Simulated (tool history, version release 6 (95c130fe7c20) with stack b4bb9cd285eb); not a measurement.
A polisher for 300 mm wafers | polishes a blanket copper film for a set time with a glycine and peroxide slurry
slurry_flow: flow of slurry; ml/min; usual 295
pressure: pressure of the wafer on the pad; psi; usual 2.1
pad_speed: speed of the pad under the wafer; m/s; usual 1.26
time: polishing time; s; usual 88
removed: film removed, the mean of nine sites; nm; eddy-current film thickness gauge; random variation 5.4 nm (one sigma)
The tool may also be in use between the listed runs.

run	hour	slurry_flow	pressure	pad_speed	time	wafers since the last listed run	wafers polished on this pad	hours since the slurry nozzle was cleaned	hours since the head pressure was calibrated	incoming thickness of the incoming film, nm	removed
1	0	295	2.1	1.26	80	0	696	209.8	690.8	1816.3	356.5
2	30.8	295	2.1	1.26	80	361	1057	240.6	721.6	1832.6	348.2
3	48.9	295	2.1	1.26	88	212	1269	258.7	739.7	1784.2	381.4
# hour 76.9: slurry nozzle cleaned
4	78.2	295	2.1	1.26	88	331	1601	1.3	769	1831.8	370.1
# hour 97.5: worn pad replaced by a new one
5	103.8	295	2.1	1.26	88	253	73	26.9	794.6	1855.9	411.5
6	122.3	295	2.1	1.26	88	216	290	45.4	813.1	1821.7	395.6
7	147	295	1.6	1.26	88	289	579	70.1	837.8	1828.3	308.8
8	161.7	295	2.1	1.26	102	172	752	84.8	852.5	1838.2	439.4
9	193.9	295	2.1	1.26	102	377	1129	117	884.7	1814.1	432.8
10	209.1	295	2.1	1.26	88	178	1307	132.2	899.9	1821.6	370.5
11	240.2	295	2.1	1.26	88	364	1672	163.3	931	1777.9	365.9
# hour 244.7: worn pad replaced by a new one
12	269.5	295	2.1	1.26	88	296	290	192.6	960.3	1813	398.4
13	282.1	295	2.1	1.26	88	147	438	205.2	972.9	1826.8	397.2
14	297.7	345	1.9	1.26	88	182	621	220.8	988.5	1812.9	366.8
# hour 323.4: slurry nozzle cleaned
15	323.9	345	1.9	1.26	88	295	916	0.5	1014.7	1799.2	364.6
16	351.7	345	1.9	1.26	88	325	1242	28.3	1042.5	1828.9	347.5
17	386.1	295	2.1	1.26	115	403	1645	62.7	1076.9	1803.5	497.7
# hour 404.8: worn pad replaced by a new one
18	405.3	295	2.6	1.26	88	178	6	81.9	1096.1	1806.6	497.2
19	439.2	295	2.1	1.26	88	397	403	115.8	1130	1824.8	399.1
20	452.8	295	2.6	1.62	88	159	563	129.4	1143.6	1822.4	577.5
21	488.6	295	2.6	1.26	88	419	982	165.2	1179.4	1821	455.1
# hour 510.8: head pressure recalibrated
22	515.2	295	2.1	1.26	88	288	1271	191.8	4.4	1840.2	376.2
23	535.9	295	2.1	1.26	88	242	1513	212.5	25.1	1820.3	375.7
# hour 557.2: worn pad replaced by a new one
24	571.6	295	2.1	1.26	88	371	168	248.2	60.8	1804.3	412.1
# hour 585.2: slurry nozzle cleaned
25	602.7	255	2.5	1.14	71	352	521	17.5	91.9	1851.6	334.1
26	619.9	295	2.7	1.46	88	201	722	34.7	109.1	1804.1	537.7
27	695.1	295	1.8	1.26	118	881	1604	109.9	184.3	1833	452.2
# hour 703: worn pad replaced by a new one
28	723.6	295	2.1	1.64	88	287	241	138.4	212.8	1832.5	519.4
29	750.1	295	2.1	1.26	88	310	551	164.9	239.3	1846.8	392.1
30	773.4	295	2.1	1.1	88	273	824	188.2	262.6	1798.1	342.9
31	788.2	295	2.1	1.26	88	173	998	203	277.4	1834.2	375.7
32	810.3	295	2.5	1.26	88	259	1257	225.1	299.5	1804.1	434.7
33	836.1	255	2.1	1.26	88	302	1559	250.9	325.3	1803.8	377.2

Forecast each of these 5 alternatives for the next run:
A	836.5	295	2.1	1.06	88	4	1564	251.3	325.7	1813.4	?
B	836.5	335	2.1	1.26	71	4	1564	251.3	325.7	1813.4	?
C	836.5	295	1.7	1.68	115	4	1564	251.3	325.7	1813.4	?
D	836.5	295	2.1	1.56	118	4	1564	251.3	325.7	1813.4	?
E	836.5	295	2.1	1.26	118	4	1564	251.3	325.7	1813.4	?

run	removed
A	324.6
B	303.6
C	522.2
D	597.4
E	500.1
Without the tool's hidden state the same runs would have given:
run	removed
A	369.3
B	345.4
C	594.1
D	679.6
E	569
